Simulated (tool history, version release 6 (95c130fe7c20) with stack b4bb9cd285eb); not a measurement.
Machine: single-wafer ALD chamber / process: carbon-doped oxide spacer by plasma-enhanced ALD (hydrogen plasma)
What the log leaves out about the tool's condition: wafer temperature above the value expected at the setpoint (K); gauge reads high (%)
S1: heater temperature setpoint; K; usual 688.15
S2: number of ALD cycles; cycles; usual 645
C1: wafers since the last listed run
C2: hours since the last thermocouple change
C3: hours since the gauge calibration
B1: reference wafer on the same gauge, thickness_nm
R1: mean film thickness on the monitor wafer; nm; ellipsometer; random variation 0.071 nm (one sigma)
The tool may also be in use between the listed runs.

{"run": 1, "hour": 0.0, "S1": 688.15, "S2": 645, "C1": 0, "C2": 1503.3, "C3": 71.7, "B1": 27.609, "R1": 28.294}
{"run": 2, "hour": 13.4, "S1": 688.15, "S2": 645, "C1": 9, "C2": 1516.7, "C3": 85.1, "B1": 27.59, "R1": 28.26}
{"run": 3, "hour": 30.0, "S1": 688.15, "S2": 645, "C1": 11, "C2": 1533.3, "C3": 101.7, "B1": 27.601, "R1": 28.324}
{"run": 4, "hour": 48.0, "S1": 688.15, "S2": 645, "C1": 12, "C2": 1551.3, "C3": 119.7, "B1": 27.595, "R1": 28.173}
{"hour": 52.1, "done": "gauge calibrated"}
{"run": 5, "hour": 54.8, "S1": 688.15, "S2": 645, "C1": 4, "C2": 1558.1, "C3": 2.7, "B1": 27.591, "R1": 28.213}
{"run": 6, "hour": 62.5, "S1": 688.15, "S2": 645, "C1": 5, "C2": 1565.8, "C3": 10.4, "B1": 27.608, "R1": 28.263}
{"run": 7, "hour": 73.2, "S1": 688.15, "S2": 645, "C1": 7, "C2": 1576.5, "C3": 21.1, "B1": 27.609, "R1": 28.328}
{"run": 8, "hour": 79.8, "S1": 688.15, "S2": 645, "C1": 4, "C2": 1583.1, "C3": 27.7, "B1": 27.596, "R1": 28.263}
{"run": 9, "hour": 91.9, "S1": 688.15, "S2": 645, "C1": 8, "C2": 1595.2, "C3": 39.8, "B1": 27.604, "R1": 28.261}
{"run": 10, "hour": 100.6, "S1": 700.15, "S2": 755, "C1": 5, "C2": 1603.9, "C3": 48.5, "B1": 27.593, "R1": 32.043}
{"run": 11, "hour": 112.9, "S1": 693.15, "S2": 608, "C1": 8, "C2": 1616.2, "C3": 60.8, "B1": 27.611, "R1": 26.228}
{"hour": 123.4, "done": "thermocouple changed; heater temperature recalibrated"}
{"run": 12, "hour": 123.9, "S1": 699.15, "S2": 686, "C1": 2, "C2": 0.5, "C3": 71.8, "B1": 27.586, "R1": 29.104}
{"run": 13, "hour": 128.9, "S1": 701.15, "S2": 645, "C1": 3, "C2": 5.5, "C3": 76.8, "B1": 27.587, "R1": 27.272}

Expected results for the next run?
{"run": 14, "hour": 136.0, "S1": 701.15, "S2": 645, "C1": 4, "C2": 12.6, "C3": 83.9, "B1": "?", "R1": "?"}

For run 14 the tool returned B1 27.597, R1 27.227 nm.
On a tool with no hidden condition, and with the same random variation, this run would have come out at R1 27.227 nm.

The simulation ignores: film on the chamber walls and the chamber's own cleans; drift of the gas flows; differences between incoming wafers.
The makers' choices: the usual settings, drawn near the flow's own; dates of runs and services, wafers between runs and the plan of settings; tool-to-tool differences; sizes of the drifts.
